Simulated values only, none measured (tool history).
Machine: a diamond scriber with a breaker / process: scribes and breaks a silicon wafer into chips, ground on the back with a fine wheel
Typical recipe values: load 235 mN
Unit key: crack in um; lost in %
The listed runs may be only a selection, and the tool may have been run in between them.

| run | day | load | incoming depth of the damage left on the back of the incoming wafer, um | crack | lost |
|---|---|---|---|---|---|
| 1 | 0.000 | 235 | 2.10 | 13.11 | 2.21 |
| 2 | 2.100 | 235 | 2.78 | 12.82 | 2.60 |
| 3 | 3.279 | 235 | 1.95 | 13.00 | 2.00 |
| 4 | 4.312 | 235 | 1.77 | 13.15 | 2.07 |
| 5 | 6.067 | 235 | 2.62 | 13.07 | 2.22 |
| 6 | 7.454 | 235 | 1.87 | 13.24 | 1.80 |
| 7 | 8.975 | 235 | 2.63 | 13.16 | 2.28 |
| 8 | 16.538 | 235 | 2.92 | 13.35 | 2.84 |
| 9 | 18.250 | 235 | 2.06 | 13.04 | 2.20 |
|  | 20.088 | diamond tip replaced by a new one |
| 10 | 20.521 | 235 | 1.95 | 13.09 | 2.01 |
| 11 | 21.571 | 235 | 2.67 | 13.48 | 2.80 |
| 12 | 24.529 | 184 | 2.59 | 10.83 | 4.07 |
| 13 | 27.133 | 184 | 1.72 | 10.69 | 3.00 |
|  | 29.650 | load on the tip recalibrated |
| 14 | 29.904 | 235 | 1.65 | 13.73 | 2.84 |
| 15 | 31.617 | 298 | 2.16 | 16.72 | 10.58 |
| 16 | 33.196 | 303 | 2.13 | 17.45 | 10.34 |
| 17 | 35.825 | 292 | 2.21 | 16.84 | 10.88 |
| 18 | 38.658 | 260 | 2.09 | 15.02 | 6.47 |
| 19 | 39.908 | 235 | 2.33 | 14.22 | 3.86 |
|  | 41.046 | load on the tip recalibrated, repeated, since the last time left the tool worse |
| 20 | 41.554 | 199 | 1.81 | 10.83 | 3.14 |
| 21 | 43.158 | 255 | 2.55 | 13.35 | 2.78 |
| 22 | 44.538 | 201 | 2.45 | 10.94 | 3.37 |
| 23 | 45.646 | 215 | 1.67 | 11.71 | 2.02 |
| 24 | 47.392 | 188 | 1.89 | 10.48 | 3.89 |
| 25 | 49.025 | 166 | 2.79 | 9.55 | 10.97 |
|  | 50.838 | diamond tip replaced by a new one |
| 26 | 50.858 | 205 | 1.58 | 11.51 | 2.01 |
| 27 | 53.383 | 235 | 2.87 | 12.74 | 2.43 |
| 28 | 55.054 | 283 | 1.82 | 15.04 | 5.24 |

Selected run-to-run steps in crack, each split into two signed amounts: the part the tool would show with no hidden state at all (from settings, incoming material and random variation), and the remainder, which goes to the hidden state together with any gauge scatter not common to the measured and the hidden-state-free results:
Unlogged tool condition in this case: share of the diamond tip's cutting effectiveness lost through wear, %; deviation of the load on the tip from its setpoint, %.
Run 13 -> 14: load 184 -> 235, load on the tip recalibrated. crack +3.04 um: hidden state +0.79, all else +2.25.
Run 19 -> 20: load 235 -> 199, load on the tip recalibrated, repeated, since the last time left the tool worse. crack -3.39 um: hidden state -1.79, all else -1.60.

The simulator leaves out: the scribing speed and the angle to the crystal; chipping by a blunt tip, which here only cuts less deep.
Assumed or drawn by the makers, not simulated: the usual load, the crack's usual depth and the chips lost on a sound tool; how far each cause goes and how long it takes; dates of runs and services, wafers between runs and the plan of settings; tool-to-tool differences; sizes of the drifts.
